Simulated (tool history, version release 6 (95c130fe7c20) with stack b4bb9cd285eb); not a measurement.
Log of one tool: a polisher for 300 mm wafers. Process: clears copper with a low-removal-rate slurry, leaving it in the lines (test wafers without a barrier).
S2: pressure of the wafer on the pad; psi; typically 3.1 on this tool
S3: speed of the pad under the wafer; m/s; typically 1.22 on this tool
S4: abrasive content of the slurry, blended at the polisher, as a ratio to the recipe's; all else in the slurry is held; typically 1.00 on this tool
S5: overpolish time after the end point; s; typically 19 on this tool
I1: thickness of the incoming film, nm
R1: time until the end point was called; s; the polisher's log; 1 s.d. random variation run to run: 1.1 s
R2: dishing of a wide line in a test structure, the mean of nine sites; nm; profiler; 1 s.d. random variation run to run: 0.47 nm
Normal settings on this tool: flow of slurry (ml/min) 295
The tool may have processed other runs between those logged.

run 1 day=0.000 | flow_of_slurry_(ml/min)=295 S2=3.1 S3=1.22 S4=1.00 S5=12 | I1=437.8 | R1=128.2 R2=22.7
run 2 day=3.333 | flow_of_slurry_(ml/min)=295 S2=3.1 S3=1.22 S4=1.00 S5=12 | I1=431.9 | R1=130.1 R2=22.2
run 3 day=4.904 | flow_of_slurry_(ml/min)=295 S2=3.1 S3=1.22 S4=1.00 S5=12 | I1=433.5 | R1=132.7 R2=22.6
-- day=6.846 slurry nozzle cleaned
-- day=7.275 slurry blender recalibrated
-- day=10.479 worn pad replaced by a new one
run 4 day=17.208 | flow_of_slurry_(ml/min)=295 S2=2.8 S3=1.22 S4=1.00 S5=19 | I1=427.0 | R1=144.2 R2=27.3
run 5 day=19.179 | flow_of_slurry_(ml/min)=295 S2=2.8 S3=1.22 S4=1.00 S5=19 | I1=430.1 | R1=144.3 R2=27.2
-- day=19.512 head pressure recalibrated
-- day=21.500 worn pad replaced by a new one
-- day=22.412 slurry blender recalibrated
run 6 day=23.208 | flow_of_slurry_(ml/min)=295 S2=2.8 S3=1.22 S4=1.00 S5=19 | I1=430.1 | R1=139.1 R2=27.5
-- day=26.333 slurry nozzle cleaned
run 7 day=27.229 | flow_of_slurry_(ml/min)=295 S2=3.1 S3=1.22 S4=1.00 S5=19 | I1=434.7 | R1=131.5 R2=28.9
run 8 day=30.946 | flow_of_slurry_(ml/min)=295 S2=3.5 S3=1.22 S4=0.85 S5=19 | I1=435.8 | R1=122.3 R2=30.5
-- day=33.592 worn pad replaced by a new one
run 9 day=34.888 | flow_of_slurry_(ml/min)=295 S2=3.1 S3=1.54 S4=0.75 S5=16 | I1=423.6 | R1=105.0 R2=29.0
-- day=35.300 slurry blender recalibrated
run 10 day=38.783 | flow_of_slurry_(ml/min)=295 S2=3.1 S3=1.22 S4=1.00 S5=19 | I1=431.9 | R1=129.8 R2=27.7
run 11 day=42.188 | flow_of_slurry_(ml/min)=295 S2=4.2 S3=1.42 S4=0.70 S5=26 | I1=429.8 | R1=90.1 R2=37.3
-- day=43.075 head pressure recalibrated
run 12 day=44.533 | flow_of_slurry_(ml/min)=375 S2=3.1 S3=1.22 S4=1.20 S5=19 | I1=426.2 | R1=126.1 R2=29.2
-- day=46.704 worn pad replaced by a new one
-- day=46.871 slurry nozzle cleaned
run 13 day=48.488 | flow_of_slurry_(ml/min)=200 S2=2.3 S3=1.00 S4=1.00 S5=19 | I1=431.7 | R1=204.6 R2=22.7
-- day=48.771 slurry blender recalibrated
run 14 day=52.000 | flow_of_slurry_(ml/min)=295 S2=3.1 S3=1.22 S4=1.10 S5=19 | I1=426.4 | R1=124.7 R2=29.3

Branching from run 14: 3 alternative next runs. What would each branch give?
run A day=52.021 | flow_of_slurry_(ml/min)=295 S2=3.1 S3=1.22 S4=1.00 S5=19 | I1=431.0 | R1=? R2=?
run B day=52.021 | flow_of_slurry_(ml/min)=355 S2=2.6 S3=1.34 S4=1.00 S5=19 | I1=431.0 | R1=? R2=?
run C day=52.021 | flow_of_slurry_(ml/min)=235 S2=3.1 S3=1.46 S4=1.00 S5=10 | I1=431.0 | R1=? R2=?

run=A R1=130.1 R2=29.3
run=B R1=141.4 R2=27.8
run=C R1=112.9 R2=22.3
With no hidden state in the tool, these same runs would have given:
run=A R1=120.7 R2=30.3
run=B R1=131.2 R2=28.7
run=C R1=104.7 R2=23.3
